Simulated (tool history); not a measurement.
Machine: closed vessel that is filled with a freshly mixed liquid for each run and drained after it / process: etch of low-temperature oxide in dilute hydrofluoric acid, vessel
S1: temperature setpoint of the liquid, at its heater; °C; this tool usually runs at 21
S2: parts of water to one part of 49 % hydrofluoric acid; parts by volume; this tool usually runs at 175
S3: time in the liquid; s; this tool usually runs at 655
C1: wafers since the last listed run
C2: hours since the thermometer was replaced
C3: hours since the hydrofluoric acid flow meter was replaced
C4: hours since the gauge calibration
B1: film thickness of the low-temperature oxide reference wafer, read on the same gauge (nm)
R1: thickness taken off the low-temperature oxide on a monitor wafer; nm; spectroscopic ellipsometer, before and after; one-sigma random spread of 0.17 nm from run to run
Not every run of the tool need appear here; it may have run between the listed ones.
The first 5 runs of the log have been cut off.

| run | day | S1 | S2 | S3 | C1 | C2 | C3 | C4 | B1 | R1 |
|---|---|---|---|---|---|---|---|---|---|---|
| 6 | 20.417 | 21 | 175 | 775 | 9947 | 217.4 | 537 | 2123.6 | 129.99 | 49.68 |
| 7 | 24.421 | 21 | 120 | 735 | 4847 | 313.5 | 633.1 | 2219.7 | 129.98 | 73.18 |
| 8 | 28.771 | 21 | 120 | 735 | 5266 | 417.9 | 737.5 | 2324.1 | 129.99 | 72.52 |
| 9 | 33.254 | 21 | 120 | 735 | 5427 | 525.5 | 845.1 | 2431.7 | 130 | 73.11 |
| 10 | 36.979 | 21 | 175 | 655 | 4509 | 614.9 | 934.5 | 2521.1 | 130 | 42.03 |
| 11 | 41.092 | 21 | 175 | 655 | 4978 | 713.6 | 1033.2 | 2619.8 | 129.99 | 41.86 |
| 12 | 45.421 | 21 | 175 | 655 | 5240 | 817.5 | 1137.1 | 2723.7 | 129.99 | 42.09 |
| 13 | 47.588 | 18 | 220 | 380 | 2623 | 869.5 | 1189.1 | 2775.7 | 130 | 16.53 |
| 14 | 49.9 | 22.5 | 245 | 655 | 2799 | 925 | 1244.6 | 2831.2 | 130 | 29.73 |
|  | 50.075 | hydrofluoric acid flow meter replaced |
|  | 50.529 | thermometer replaced |
| 15 | 53.979 | 21 | 175 | 775 | 4837 | 82.8 | 93.7 | 2929.1 | 129.98 | 49.67 |
| 16 | 58.225 | 18.5 | 115 | 885 | 5140 | 184.7 | 195.6 | 3031 | 130.04 | 84.02 |
| 17 | 62.021 | 21 | 175 | 1000 | 4595 | 275.8 | 286.7 | 3122.1 | 129.98 | 64.14 |
| 18 | 64.675 | 22.5 | 205 | 1050 | 3213 | 339.5 | 350.4 | 3185.8 | 129.99 | 58.78 |
| 19 | 68.071 | 25.5 | 250 | 890 | 4111 | 421 | 431.9 | 3267.3 | 130 | 43.8 |
| 20 | 70.471 | 21 | 175 | 655 | 2905 | 478.6 | 489.5 | 3324.9 | 130 | 41.92 |
|  | 79.3 | gauge calibrated |
| 21 | 81.596 | 21 | 175 | 655 | 13468 | 745.6 | 756.5 | 55.1 | 130.01 | 42.11 |
|  | 83.838 | thermometer replaced |
| 22 | 84.971 | 21 | 175 | 655 | 4035 | 27.2 | 837.5 | 136.1 | 130 | 41.74 |
| 23 | 87.583 | 21 | 220 | 655 | 3162 | 89.9 | 900.2 | 198.8 | 129.98 | 32.08 |
| 24 | 90.488 | 21 | 175 | 655 | 3515 | 159.6 | 969.9 | 268.5 | 129.96 | 41.64 |
| 25 | 92.712 | 24 | 130 | 1015 | 2693 | 213 | 1023.3 | 321.9 | 130.01 | 103.83 |
|  | 95.788 | hydrofluoric acid flow meter replaced |
| 26 | 97.092 | 21 | 255 | 655 | 5251 | 318.1 | 31.3 | 427 | 130 | 26.83 |
| 27 | 100.817 | 24 | 255 | 800 | 4509 | 407.5 | 120.7 | 516.4 | 129.96 | 36.14 |
| 28 | 103.167 | 24 | 240 | 780 | 2844 | 463.9 | 177.1 | 572.8 | 129.98 | 38.18 |
| 29 | 111.433 | 21 | 175 | 655 | 10007 | 662.3 | 375.5 | 771.2 | 130 | 42.1 |
|  | 121.267 | thermometer replaced |
| 30 | 122.917 | 21 | 175 | 655 | 13851 | 39.6 | 651.1 | 1046.8 | 129.96 | 42.19 |

Run 31 comes next. What will it give?
| 31 | 125.512 | 21 | 215 | 655 | 3142 | 101.9 | 713.4 | 1109.1 | ? | ? |

{"run 31": {"B1": 130.01, "R1": 32.94}}
With no hidden state in the tool, this same run would have given R1 32.94 nm.

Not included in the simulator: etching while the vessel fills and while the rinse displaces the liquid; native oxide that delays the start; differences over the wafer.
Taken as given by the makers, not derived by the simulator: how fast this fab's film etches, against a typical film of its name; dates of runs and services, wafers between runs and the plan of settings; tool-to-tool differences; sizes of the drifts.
